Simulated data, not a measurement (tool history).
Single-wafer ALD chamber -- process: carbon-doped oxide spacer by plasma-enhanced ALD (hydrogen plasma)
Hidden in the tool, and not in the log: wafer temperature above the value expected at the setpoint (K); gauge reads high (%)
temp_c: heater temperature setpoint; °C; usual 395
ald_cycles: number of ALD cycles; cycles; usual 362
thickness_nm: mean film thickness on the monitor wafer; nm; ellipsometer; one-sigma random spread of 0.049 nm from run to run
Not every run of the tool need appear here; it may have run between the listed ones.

run	hour	temp_c	ald_cycles	wafers since the last listed run	hours since the last thermocouple change	hours since the gauge calibration	read-back reference wafer on the same gauge, thickness_nm	thickness_nm
1	0.0	395	362	0	1432.4	183.1	20.003	19.562
2	9.3	395	362	7	1441.7	192.4	20.000	19.579
3	31.1	395	362	16	1463.5	214.2	19.996	19.626
4	48.3	395	404	13	1480.7	231.4	20.002	21.932
5	56.8	395	404	6	1489.2	239.9	19.997	21.927
6	64.4	395	318	5	1496.8	247.5	19.998	17.237
7	79.6	395	318	11	1512.0	262.7	19.999	17.177
8	94.1	395	362	11	1526.5	277.2	19.999	19.729
9	107.6	395	380	10	1540.0	290.7	20.003	20.617
10	115.0	395	380	5	1547.4	298.1	19.997	20.629
# hour 125.6: thermocouple changed; heater temperature recalibrated
11	130.2	395	362	5	4.6	313.3	20.003	19.560
12	140.7	395	362	8	15.1	323.8	20.003	19.679
13	169.1	395	381	22	43.5	352.2	20.002	20.761
14	175.9	408	322	5	50.3	359.0	20.001	17.162
15	183.8	390	412	6	58.2	366.9	19.994	22.389
16	192.8	388	294	6	67.2	375.9	19.995	15.912
17	206.5	401	394	10	80.9	389.6	20.003	21.298
18	218.9	395	362	9	93.3	402.0	20.002	19.642
# hour 220.3: gauge calibrated
19	231.2	391	397	9	105.6	10.9	19.994	21.499
20	239.5	395	335	6	113.9	19.2	19.996	18.097
21	256.7	409	344	13	131.1	36.4	20.010	18.258
22	270.1	404	394	10	144.5	49.8	20.006	21.217
23	316.3	386	381	35	190.7	96.0	19.999	20.608
24	322.5	389	317	4	196.9	102.2	20.007	17.229
25	338.3	382	362	12	212.7	118.0	19.997	19.614
26	355.9	382	340	13	230.3	135.6	19.994	18.461
27	371.7	395	362	12	246.1	151.4	20.004	19.596

Consider 5 possible next runs. They are alternatives, not a sequence: every one starts from the tool as it was left by run 27. What does each give?
A	372.7	395	362	0	247.1	152.4	?	?
B	372.7	395	387	0	247.1	152.4	?	?
C	372.7	383	422	0	247.1	152.4	?	?
D	372.7	395	432	0	247.1	152.4	?	?
E	372.7	384	407	0	247.1	152.4	?	?

run	read-back reference wafer on the same gauge, thickness_nm	thickness_nm
A	19.999	19.571
B	19.999	20.923
C	19.999	22.815
D	19.999	23.356
E	19.999	22.004
Stripped of hidden state, with their random variation kept, the same runs would have yielded:
run	thickness_nm
A	19.571
B	20.923
C	22.815
D	23.356
E	22.004

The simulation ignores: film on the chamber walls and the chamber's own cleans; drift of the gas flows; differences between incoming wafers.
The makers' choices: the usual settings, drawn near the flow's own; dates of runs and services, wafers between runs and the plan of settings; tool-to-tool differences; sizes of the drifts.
